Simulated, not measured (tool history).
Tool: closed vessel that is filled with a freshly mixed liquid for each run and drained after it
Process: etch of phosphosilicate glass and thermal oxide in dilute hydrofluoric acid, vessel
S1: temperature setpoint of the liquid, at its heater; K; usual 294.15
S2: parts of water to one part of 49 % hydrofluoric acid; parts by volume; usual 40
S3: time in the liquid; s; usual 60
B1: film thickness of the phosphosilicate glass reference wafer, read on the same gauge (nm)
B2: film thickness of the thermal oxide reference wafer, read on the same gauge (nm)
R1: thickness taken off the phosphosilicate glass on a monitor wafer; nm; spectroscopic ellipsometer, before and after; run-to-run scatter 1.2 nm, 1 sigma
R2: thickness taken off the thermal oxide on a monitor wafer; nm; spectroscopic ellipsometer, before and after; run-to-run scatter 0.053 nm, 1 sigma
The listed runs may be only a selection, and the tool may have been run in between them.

Run 1, hour 0.0: usual settings but S3 50 s; B1 39.99; B2 30.00. Result: R1 195.25 nm, R2 5.63 nm.
At hour 10.0: hydrofluoric acid flow meter replaced.
Run 2, hour 70.7: usual settings; B1 39.98; B2 30.06. Result: R1 234.59 nm, R2 6.76 nm.
Run 3, hour 95.7: usual settings; B1 40.04; B2 30.00. Result: R1 235.30 nm, R2 6.73 nm.
At hour 193.6: thermometer replaced.
Run 4, hour 217.0: usual settings; B1 39.99; B2 30.00. Result: R1 239.37 nm, R2 6.79 nm.
Run 5, hour 245.0: usual settings but S1 292.65 K; B1 40.00; B2 29.98. Result: R1 225.47 nm, R2 6.51 nm.
Run 6, hour 280.9: usual settings but S1 292.65 K; B1 40.02; B2 29.97. Result: R1 226.46 nm, R2 6.46 nm.
Run 7, hour 308.0: usual settings but S1 290.15 K, S2 55 parts by volume, S3 45 s; B1 40.02; B2 29.99. Result: R1 108.34 nm, R2 3.08 nm.
Run 8, hour 343.9: usual settings; B1 40.02; B2 30.02. Result: R1 242.54 nm, R2 6.82 nm.
Run 9, hour 369.5: usual settings but S1 290.15 K, S2 55 parts by volume, S3 45 s; B1 40.00; B2 29.98. Result: R1 108.50 nm, R2 3.10 nm.
At hour 372.7: gauge calibrated.
Run 10, hour 404.6: usual settings but S1 298.65 K, S3 30 s; B1 39.97; B2 30.04. Result: R1 145.81 nm, R2 4.22 nm.
Run 11, hour 446.8: usual settings but S1 297.65 K, S2 35 parts by volume, S3 30 s; B1 40.01; B2 30.01. Result: R1 162.11 nm, R2 4.53 nm.
Run 12, hour 479.6: usual settings but S2 25 parts by volume, S3 45 s; B1 39.98; B2 29.96. Result: R1 297.43 nm, R2 8.49 nm.
Run 13, hour 525.5: usual settings but S1 297.15 K, S2 45 parts by volume; B1 40.00; B2 29.97. Result: R1 242.91 nm, R2 6.81 nm.

Expected results for the next run?
Run 14, hour 571.4: usual settings; B1 ?; B2 ?. Result: R1 ?, R2 ?.

Run 14 measured B1 40.01, B2 30.01, R1 244.49 nm, R2 6.95 nm.
Without the tool's hidden state the same run would have given R1 233.58 nm, R2 6.64 nm.

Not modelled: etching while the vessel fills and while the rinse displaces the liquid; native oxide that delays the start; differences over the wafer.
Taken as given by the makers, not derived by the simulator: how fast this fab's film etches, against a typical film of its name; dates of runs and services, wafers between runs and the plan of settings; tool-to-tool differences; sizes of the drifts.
